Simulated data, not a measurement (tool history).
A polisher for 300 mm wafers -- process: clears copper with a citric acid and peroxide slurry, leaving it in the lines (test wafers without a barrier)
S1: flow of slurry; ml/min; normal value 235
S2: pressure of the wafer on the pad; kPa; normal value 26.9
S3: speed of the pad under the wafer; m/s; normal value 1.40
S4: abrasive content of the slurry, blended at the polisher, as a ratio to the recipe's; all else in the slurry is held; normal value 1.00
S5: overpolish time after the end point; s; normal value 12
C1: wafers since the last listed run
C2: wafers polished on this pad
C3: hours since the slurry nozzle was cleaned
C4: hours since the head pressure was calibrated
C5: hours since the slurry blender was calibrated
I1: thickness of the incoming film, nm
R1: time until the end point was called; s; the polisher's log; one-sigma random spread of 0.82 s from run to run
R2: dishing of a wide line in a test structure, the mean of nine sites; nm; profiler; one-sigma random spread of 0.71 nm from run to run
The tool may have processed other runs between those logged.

| run | day | S1 | S2 | S3 | S4 | S5 | C1 | C2 | C3 | C4 | C5 | I1 | R1 | R2 |
|---|---|---|---|---|---|---|---|---|---|---|---|---|---|---|
| 1 | 0.000 | 235 | 30.3 | 1.40 | 1.00 | 7 | 0 | 141 | 173.7 | 46.5 | 5.9 | 296.9 | 63.1 | 27.1 |
| 2 | 1.188 | 235 | 26.9 | 1.40 | 1.00 | 12 | 267 | 408 | 202.2 | 75.0 | 34.4 | 294.8 | 70.0 | 40.7 |
| 3 | 1.783 | 235 | 26.9 | 1.40 | 1.00 | 12 | 134 | 542 | 216.5 | 89.3 | 48.7 | 296.6 | 73.1 | 38.8 |
| 4 | 2.329 | 235 | 26.9 | 1.40 | 1.00 | 15 | 123 | 665 | 229.6 | 102.4 | 61.8 | 299.8 | 72.9 | 48.6 |
| 5 | 3.633 | 235 | 26.9 | 1.40 | 1.00 | 12 | 293 | 959 | 260.9 | 133.7 | 93.1 | 296.5 | 72.3 | 40.1 |
| 6 | 4.371 | 235 | 26.9 | 1.40 | 1.00 | 17 | 166 | 1126 | 278.6 | 151.4 | 110.8 | 297.4 | 74.2 | 53.0 |
| 7 | 5.171 | 235 | 26.9 | 1.40 | 1.00 | 12 | 180 | 1306 | 297.8 | 170.6 | 130.0 | 292.3 | 70.9 | 38.4 |
| 8 | 5.867 | 235 | 26.9 | 0.94 | 1.00 | 12 | 156 | 1463 | 314.5 | 187.3 | 146.7 | 297.0 | 101.7 | 28.9 |
| 9 | 6.612 | 235 | 26.9 | 1.12 | 1.00 | 12 | 168 | 1631 | 332.4 | 205.2 | 164.6 | 295.5 | 89.1 | 32.4 |
| 10 | 7.571 | 195 | 35.2 | 1.40 | 0.80 | 12 | 215 | 1847 | 355.4 | 228.2 | 187.6 | 299.8 | 64.4 | 44.4 |
|  | 8.388 | worn pad replaced by a new one |
| 11 | 8.838 | 235 | 26.9 | 1.40 | 1.00 | 12 | 247 | 101 | 385.8 | 258.6 | 218.0 | 293.2 | 69.5 | 41.4 |
| 12 | 13.254 | 235 | 26.9 | 1.60 | 1.00 | 9 | 995 | 1096 | 491.8 | 364.6 | 324.0 | 294.3 | 64.8 | 32.8 |
| 13 | 13.929 | 185 | 26.9 | 1.40 | 0.70 | 14 | 152 | 1248 | 508.0 | 380.8 | 340.2 | 293.6 | 81.7 | 40.3 |
| 14 | 14.850 | 190 | 21.4 | 1.40 | 1.00 | 12 | 207 | 1456 | 530.1 | 402.9 | 362.3 | 299.7 | 95.7 | 29.8 |
| 15 | 15.846 | 235 | 22.8 | 1.80 | 1.00 | 12 | 224 | 1680 | 554.0 | 426.8 | 386.2 | 295.6 | 73.0 | 39.1 |
|  | 16.650 | slurry nozzle cleaned |
| 16 | 17.100 | 235 | 26.9 | 1.40 | 1.00 | 12 | 273 | 1954 | 10.8 | 456.9 | 416.3 | 290.5 | 76.2 | 35.1 |
|  | 17.629 | head pressure recalibrated |
| 17 | 18.067 | 235 | 26.9 | 1.40 | 1.00 | 12 | 199 | 2153 | 34.0 | 10.5 | 439.5 | 298.6 | 81.8 | 34.6 |
|  | 18.883 | worn pad replaced by a new one |
| 18 | 19.058 | 235 | 26.9 | 1.78 | 1.00 | 12 | 185 | 39 | 57.8 | 34.3 | 463.3 | 294.6 | 55.8 | 49.5 |
| 19 | 19.717 | 235 | 24.1 | 1.04 | 1.00 | 12 | 148 | 187 | 73.6 | 50.1 | 479.1 | 295.0 | 97.7 | 28.9 |
|  | 21.792 | slurry blender recalibrated |
| 20 | 22.442 | 235 | 26.9 | 1.26 | 0.75 | 12 | 595 | 782 | 139.0 | 115.5 | 15.6 | 294.6 | 80.8 | 35.5 |
| 21 | 23.754 | 190 | 21.4 | 1.40 | 1.00 | 12 | 295 | 1078 | 170.5 | 147.0 | 47.1 | 296.0 | 90.0 | 31.2 |
| 22 | 24.408 | 265 | 18.6 | 1.62 | 1.00 | 12 | 147 | 1226 | 186.2 | 162.7 | 62.8 | 293.8 | 91.3 | 31.5 |
| 23 | 25.329 | 235 | 18.6 | 1.84 | 1.10 | 18 | 207 | 1433 | 208.3 | 184.8 | 84.9 | 291.9 | 80.0 | 49.0 |
|  | 27.483 | worn pad replaced by a new one |
| 24 | 28.350 | 235 | 23.4 | 1.40 | 1.00 | 18 | 643 | 195 | 280.8 | 257.3 | 157.4 | 294.3 | 81.2 | 52.0 |
| 25 | 29.108 | 190 | 32.4 | 1.40 | 1.10 | 9 | 170 | 366 | 299.0 | 275.5 | 175.6 | 294.6 | 57.1 | 37.3 |
| 26 | 29.762 | 235 | 26.9 | 1.40 | 1.00 | 10 | 147 | 513 | 314.7 | 291.2 | 191.3 | 294.2 | 69.2 | 35.0 |
| 27 | 31.179 | 155 | 26.9 | 1.40 | 1.00 | 12 | 319 | 833 | 348.7 | 325.2 | 225.3 | 293.9 | 71.8 | 39.5 |
| 28 | 32.029 | 235 | 26.9 | 1.40 | 1.00 | 12 | 191 | 1024 | 369.1 | 345.6 | 245.7 | 296.0 | 69.8 | 40.0 |
| 29 | 33.038 | 235 | 30.3 | 1.40 | 1.20 | 12 | 227 | 1251 | 393.3 | 369.8 | 269.9 | 294.2 | 61.7 | 46.0 |

Each run again, without the hidden state but with its own random variation kept:
The hidden state here: removal rate lost through wear of the pad, %; slurry flow missing at the pad, %; deviation of the head's pressure from its setpoint, %; abrasive missing from the slurry, %.
| run | R1 | R2 |
|---|---|---|
| 1 | 61.7 | 27.7 |
| 2 | 68.3 | 41.6 |
| 3 | 71.0 | 39.8 |
| 4 | 70.5 | 50.1 |
| 5 | 69.0 | 41.8 |
| 6 | 70.2 | 55.6 |
| 7 | 66.3 | 40.8 |
| 8 | 93.9 | 31.1 |
| 9 | 81.0 | 35.4 |
| 10 | 57.4 | 49.3 |
| 11 | 68.2 | 42.1 |
| 12 | 61.6 | 34.4 |
| 13 | 76.9 | 42.5 |
| 14 | 88.7 | 32.0 |
| 15 | 66.3 | 42.6 |
| 16 | 67.3 | 39.3 |
| 17 | 70.3 | 39.7 |
| 18 | 55.6 | 49.8 |
| 19 | 97.1 | 29.1 |
| 20 | 79.0 | 36.2 |
| 21 | 86.8 | 32.3 |
| 22 | 87.2 | 32.8 |
| 23 | 75.3 | 51.6 |
| 24 | 81.1 | 52.0 |
| 25 | 56.9 | 37.5 |
| 26 | 68.7 | 35.2 |
| 27 | 70.5 | 40.1 |
| 28 | 67.9 | 41.0 |
| 29 | 59.2 | 47.7 |

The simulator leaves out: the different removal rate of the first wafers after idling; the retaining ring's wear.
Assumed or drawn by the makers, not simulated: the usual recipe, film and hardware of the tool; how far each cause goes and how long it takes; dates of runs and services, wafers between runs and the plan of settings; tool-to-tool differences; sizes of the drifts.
